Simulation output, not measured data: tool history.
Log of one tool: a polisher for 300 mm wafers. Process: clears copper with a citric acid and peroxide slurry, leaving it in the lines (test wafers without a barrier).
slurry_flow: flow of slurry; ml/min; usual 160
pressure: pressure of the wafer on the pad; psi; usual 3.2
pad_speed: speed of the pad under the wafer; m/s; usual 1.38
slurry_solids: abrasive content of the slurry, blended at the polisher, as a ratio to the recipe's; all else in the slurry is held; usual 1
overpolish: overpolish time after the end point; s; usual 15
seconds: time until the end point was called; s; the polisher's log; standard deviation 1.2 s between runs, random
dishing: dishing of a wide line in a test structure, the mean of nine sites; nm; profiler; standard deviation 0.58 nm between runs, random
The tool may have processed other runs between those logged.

run   hour  slurry_flow  pressure  pad_speed  slurry_solids  overpolish  incoming thickness of the incoming film, nm  seconds  dishing
  1      0          160       3.2       1.38              1          15                                        322.7     76.4     37.2
      14.7  -- slurry nozzle cleaned
  2   63.3          160       3.2       1.38              1          15                                        319.2     75.2     38.7
  3   99.1          160       3.2       1.38            1.2          20                                        318.2     72.5       49
  4  136.9          160       3.2       1.38            1.2          20                                        322.6     71.1     48.1
       181  -- worn pad replaced by a new one
  5  190.9          160       3.2       1.38            1.2          20                                        317.1       71     49.7
  6  236.4          160       3.2       1.38              1          15                                        324.8     74.2     38.9
  7  298.2          160       3.2       1.38              1          15                                        320.8     72.1     38.8
       318  -- slurry blender recalibrated
  8  327.7          160       3.2       1.38              1          15                                        319.5     73.7     38.7
  9  376.6          160       3.9       1.54              1          15                                        320.1     54.1     48.8
     388.8  -- slurry nozzle cleaned
 10  418.1          160       3.9       1.54              1          15                                        316.4     52.5     49.1
 11  449.8          135       3.2       1.38              1          15                                          319       74     38.9
     483.6  -- worn pad replaced by a new one
 12  493.4          160       3.2       1.38              1          15                                        315.7       73       38
 13  525.4          160       3.2       1.38           1.15          15                                        321.5     70.1     39.9
 14  572.1          160       4.1       1.38              1          15                                        323.8     58.5       47
 15  640.4          110         4       1.22            0.9          15                                        324.1     72.8     39.2
 16    667          185       2.8       1.82              1          15                                          322     62.1     43.4
 17  737.4          160       3.7       1.38              1          23                                          325     64.8       57
 18  770.3          160       3.2       1.38              1          15                                        314.9     71.2     38.2
     788.2  -- worn pad replaced by a new one
     789.5  -- slurry blender recalibrated
 19  809.9          205       2.7        1.1              1          15                                        320.2    100.3     29.5
     824.5  -- slurry nozzle cleaned
 20  867.4          115       3.2       1.38              1          15                                        315.4     77.2     36.9
 21    901          160       3.6       1.76              1           7                                        324.4       52     27.7
 22  928.4          160       3.2       1.38              1          15                                        317.6     70.8     37.9
     993.1  -- head pressure recalibrated
 23  993.6          195       3.8       0.92            1.3          15                                        318.8     89.6     32.8

Estimate the outcome of run 24 from the log above:
 24  1057.4          130       3.2       1.38              1          15                                        318.3        ?        ?

{"run 24": {"seconds": 79.9, "dishing": 36.5}}
With no hidden state in the tool, this same run would have given seconds 82.9 s, dishing 35.4 nm.
